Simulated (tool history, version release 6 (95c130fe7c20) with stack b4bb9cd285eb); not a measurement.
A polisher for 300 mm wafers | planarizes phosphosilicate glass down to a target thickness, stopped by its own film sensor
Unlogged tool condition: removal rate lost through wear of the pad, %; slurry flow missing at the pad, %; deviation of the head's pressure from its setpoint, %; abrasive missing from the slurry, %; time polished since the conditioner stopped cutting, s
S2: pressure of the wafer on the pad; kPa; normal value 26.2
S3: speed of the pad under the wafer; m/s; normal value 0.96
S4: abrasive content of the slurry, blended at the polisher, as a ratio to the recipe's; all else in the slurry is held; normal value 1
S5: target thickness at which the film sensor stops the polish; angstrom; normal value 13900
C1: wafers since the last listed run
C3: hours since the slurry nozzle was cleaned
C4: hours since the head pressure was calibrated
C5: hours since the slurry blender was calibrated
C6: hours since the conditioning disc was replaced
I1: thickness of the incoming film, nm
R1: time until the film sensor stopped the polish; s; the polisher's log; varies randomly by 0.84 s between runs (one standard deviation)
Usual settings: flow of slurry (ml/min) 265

Run 1, day 0: usual settings; C1 0; wafers polished on this pad 2178; C3 266.3; C4 191.8; C5 326.3; C6 231; I1 2208.6. Result: R1 77.3 s.
At day 2.204: worn pad replaced by a new one.
At day 3.692: slurry blender recalibrated.
Run 2, day 3.896: usual settings; C1 621; wafers polished on this pad 274; C3 359.8; C4 285.3; C5 4.9; C6 324.5; I1 2128.9. Result: R1 72.6 s.
Run 3, day 6.967: usual settings; C1 523; wafers polished on this pad 798; C3 433.5; C4 359; C5 78.6; C6 398.2; I1 2172.9. Result: R1 81.7 s.
At day 8.308: slurry nozzle cleaned.
At day 8.871: conditioning disc replaced and pad reconditioned.
Run 4, day 9.762: usual settings but S5 15970 angstrom; C1 455; wafers polished on this pad 1253; C3 34.9; C4 426.1; C5 145.7; C6 21.4; I1 2126.1. Result: R1 49.7 s.
Run 5, day 13.775: usual settings but S5 15970 angstrom; C1 684; wafers polished on this pad 1938; C3 131.2; C4 522.4; C5 242; C6 117.7; I1 2167.1. Result: R1 53.8 s.
At day 14.321: head pressure recalibrated.
Run 6, day 15.783: usual settings but S5 15970 angstrom; C1 328; wafers polished on this pad 2266; C3 179.4; C4 35.1; C5 290.2; C6 165.9; I1 2183.9. Result: R1 54.5 s.
At day 16.8: worn pad replaced by a new one.
Run 7, day 19.817: usual settings; C1 659; wafers polished on this pad 514; C3 276.2; C4 131.9; C5 387; C6 262.7; I1 2149.4. Result: R1 73.3 s.
At day 20.542: slurry blender recalibrated.
Run 8, day 23.467: usual settings; C1 608; wafers polished on this pad 1122; C3 363.8; C4 219.5; C5 70.2; C6 350.3; I1 2147.3. Result: R1 73.3 s.
At day 23.771: slurry nozzle cleaned.
At day 24.55: conditioning disc replaced and pad reconditioned.
Run 9, day 26.396: usual settings; C1 478; wafers polished on this pad 1601; C3 63; C4 289.8; C5 140.5; C6 44.3; I1 2135.6. Result: R1 68.7 s.
Run 10, day 30.629: usual settings but S4 0.9, S5 16030 angstrom; C1 722; wafers polished on this pad 2323; C3 164.6; C4 391.4; C5 242.1; C6 145.9; I1 2163.5. Result: R1 56 s.
Run 11, day 33.025: usual settings but flow of slurry (ml/min) 210, S2 33.8 kPa, S3 0.8 m/s, S5 11930 angstrom; C1 408; wafers polished on this pad 2732; C3 222.1; C4 448.9; C5 299.6; C6 203.4; I1 2162.8. Result: R1 85.5 s.
At day 34.296: worn pad replaced by a new one.
At day 35.583: head pressure recalibrated.
Run 12, day 36.025: usual settings but S2 18.6 kPa; C1 469; wafers polished on this pad 281; C3 294.1; C4 10.6; C5 371.6; C6 275.4; I1 2155.9. Result: R1 98.9 s.
At day 37.958: slurry blender recalibrated.
Run 13, day 38.692: usual settings; C1 440; wafers polished on this pad 721; C3 358.1; C4 74.6; C5 17.6; C6 339.4; I1 2217.4. Result: R1 82.5 s.
At day 39.096: slurry nozzle cleaned.
At day 39.862: conditioning disc replaced and pad reconditioned.
Run 14, day 41.55: usual settings but flow of slurry (ml/min) 230, S4 1.25; C1 466; wafers polished on this pad 1188; C3 58.9; C4 143.2; C5 86.2; C6 40.5; I1 2172.8. Result: R1 69.1 s.
Run 15, day 44.35: usual settings but flow of slurry (ml/min) 355; C1 477; wafers polished on this pad 1665; C3 126.1; C4 210.4; C5 153.4; C6 107.7; I1 2154.7. Result: R1 69.1 s.
Run 16, day 46.167: usual settings but S3 0.72 m/s, S4 0.9; C1 309; wafers polished on this pad 1975; C3 169.7; C4 254; C5 197; C6 151.3; I1 2161.9. Result: R1 96.2 s.
Run 17, day 49.579: usual settings but S3 0.66 m/s; C1 582; wafers polished on this pad 2557; C3 251.6; C4 335.9; C5 278.9; C6 233.2; I1 2152.7. Result: R1 97.9 s.
Run 18, day 51.733: usual settings but S2 33.8 kPa, S4 1.15; C1 367; wafers polished on this pad 2925; C3 303.3; C4 387.6; C5 330.6; C6 284.9; I1 2161.1. Result: R1 55.4 s.
At day 53.596: worn pad replaced by a new one.
At day 54.333: slurry blender recalibrated.
Run 19, day 54.529: usual settings but S2 22.8 kPa, S5 12610 angstrom; C1 434; wafers polished on this pad 144; C3 370.4; C4 454.7; C5 4.7; C6 352; I1 2146.5. Result: R1 97.8 s.
At day 54.754: conditioning disc replaced and pad reconditioned.
At day 55.933: head pressure recalibrated.
Run 20, day 56.033: usual settings; C1 228; wafers polished on this pad 372; C3 406.5; C4 2.4; C5 40.8; C6 30.7; I1 2147.9. Result: R1 78.1 s.
At day 56.712: slurry nozzle cleaned.
Run 21, day 59.142: usual settings; C1 523; wafers polished on this pad 896; C3 58.3; C4 77; C5 115.4; C6 105.3; I1 2186.6. Result: R1 73.9 s.
Run 22, day 60.979: usual settings; C1 313; wafers polished on this pad 1209; C3 102.4; C4 121.1; C5 159.5; C6 149.4; I1 2138.5. Result: R1 69.6 s.
Run 23, day 63.096: usual settings but S3 1.18 m/s, S4 0.75, S5 15360 angstrom; C1 361; wafers polished on this pad 1570; C3 153.2; C4 171.9; C5 210.3; C6 200.2; I1 2157.8. Result: R1 57.2 s.
Run 24, day 66.592: usual settings; C1 596; wafers polished on this pad 2167; C3 237.1; C4 255.8; C5 294.2; C6 284.1; I1 2194.1. Result: R1 77.3 s.
At day 70.033: conditioning disc replaced and pad reconditioned.
Run 25, day 70.383: usual settings but S4 0.8, S5 16600 angstrom; C1 632; wafers polished on this pad 2799; C3 328.1; C4 346.8; C5 385.2; C6 8.4; I1 2160.7. Result: R1 53 s.
At day 71.271: slurry blender recalibrated.
At day 72.946: worn pad replaced by a new one.
Run 26, day 73.067: usual settings but S3 0.82 m/s; C1 415; wafers polished on this pad 20; C3 392.5; C4 411.2; C5 43.1; C6 72.8; I1 2144.3. Result: R1 83.9 s.

Consider 3 possible next runs. They are alternatives, not a sequence: every one starts from the tool as it was left by run 26. What does each give?
Run A, day 73.083: usual settings but S5 11440 angstrom; C1 2; wafers polished on this pad 23; C3 392.9; C4 411.6; C5 43.5; C6 73.2; I1 2169.1. Result: R1 ?.
Run B, day 73.083: usual settings but S4 1.3; C1 2; wafers polished on this pad 23; C3 392.9; C4 411.6; C5 43.5; C6 73.2; I1 2169.1. Result: R1 ?.
Run C, day 73.083: usual settings but S3 1.12 m/s; C1 2; wafers polished on this pad 23; C3 392.9; C4 411.6; C5 43.5; C6 73.2; I1 2169.1. Result: R1 ?.

run     R1
  A  100.1
  B   68.5
  C   67.2
The same runs, with their run-to-run variation unchanged, on a tool lacking any hidden condition would have given:
run    R1
  A  93.9
  B  64.3
  C  63.1

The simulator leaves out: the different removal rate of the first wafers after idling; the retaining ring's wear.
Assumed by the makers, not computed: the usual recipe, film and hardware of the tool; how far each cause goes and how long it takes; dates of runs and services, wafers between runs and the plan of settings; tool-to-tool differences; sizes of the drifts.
